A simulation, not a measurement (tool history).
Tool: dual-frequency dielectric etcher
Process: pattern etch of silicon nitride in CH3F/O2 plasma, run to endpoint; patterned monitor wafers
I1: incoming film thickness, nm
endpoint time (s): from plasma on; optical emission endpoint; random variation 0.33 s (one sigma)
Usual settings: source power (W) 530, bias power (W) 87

Run 1, hour 0: usual settings but bias power (W) 75; I1 61.4. Result: endpoint time (s) 55.9.
Run 2, hour 54.4: usual settings but source power (W) 440, bias power (W) 92; I1 61.7. Result: endpoint time (s) 59.2.
Run 3, hour 104.8: usual settings but source power (W) 440, bias power (W) 92; I1 61.7. Result: endpoint time (s) 58.7.
Run 4, hour 163.1: usual settings but source power (W) 460; I1 62.3. Result: endpoint time (s) 59.6.
Run 5, hour 219.4: usual settings but source power (W) 460; I1 62.2. Result: endpoint time (s) 60.
Run 6, hour 288.3: usual settings but source power (W) 460; I1 62.9. Result: endpoint time (s) 61.6.
Run 7, hour 338: usual settings but source power (W) 570; I1 62.7. Result: endpoint time (s) 55.9.
At hour 377.6: wet clean of the chamber.
Run 8, hour 378.1: usual settings but source power (W) 570; I1 61.8. Result: endpoint time (s) 53.3.
Run 9, hour 422.7: usual settings; I1 62. Result: endpoint time (s) 55.4.
Run 10, hour 493.4: usual settings; I1 61.9. Result: endpoint time (s) 56.
At hour 514.6: source power generator calibrated.
Run 11, hour 552.8: usual settings; I1 62.5. Result: endpoint time (s) 57.1.
Run 12, hour 577.7: usual settings but source power (W) 570, bias power (W) 68; I1 61.6. Result: endpoint time (s) 58.9.
Run 13, hour 646.9: usual settings; I1 61.7. Result: endpoint time (s) 56.5.
Run 14, hour 714.4: usual settings but source power (W) 640; I1 62.4. Result: endpoint time (s) 53.5.
At hour 805.3: wet clean of the chamber.
At hour 847: upper electrode replaced.
Run 15, hour 847.5: usual settings but bias power (W) 106; I1 62.7. Result: endpoint time (s) 53.
Run 16, hour 883.8: usual settings; I1 62.7. Result: endpoint time (s) 56.4.
Run 17, hour 923.3: usual settings but source power (W) 630, bias power (W) 76; I1 62.4. Result: endpoint time (s) 54.5.
At hour 967.4: bias power generator calibrated.
Run 18, hour 1131.2: usual settings; I1 61.6. Result: endpoint time (s) 57.1.

Forecast run 19:
Run 19, hour 1160.1: usual settings but source power (W) 600, bias power (W) 95; I1 62.2. Result: endpoint time (s) ?.

{"run 19": {"endpoint time (s)": 53.3}}
Without the tool's hidden state the same run would have given endpoint time (s) 50.7.
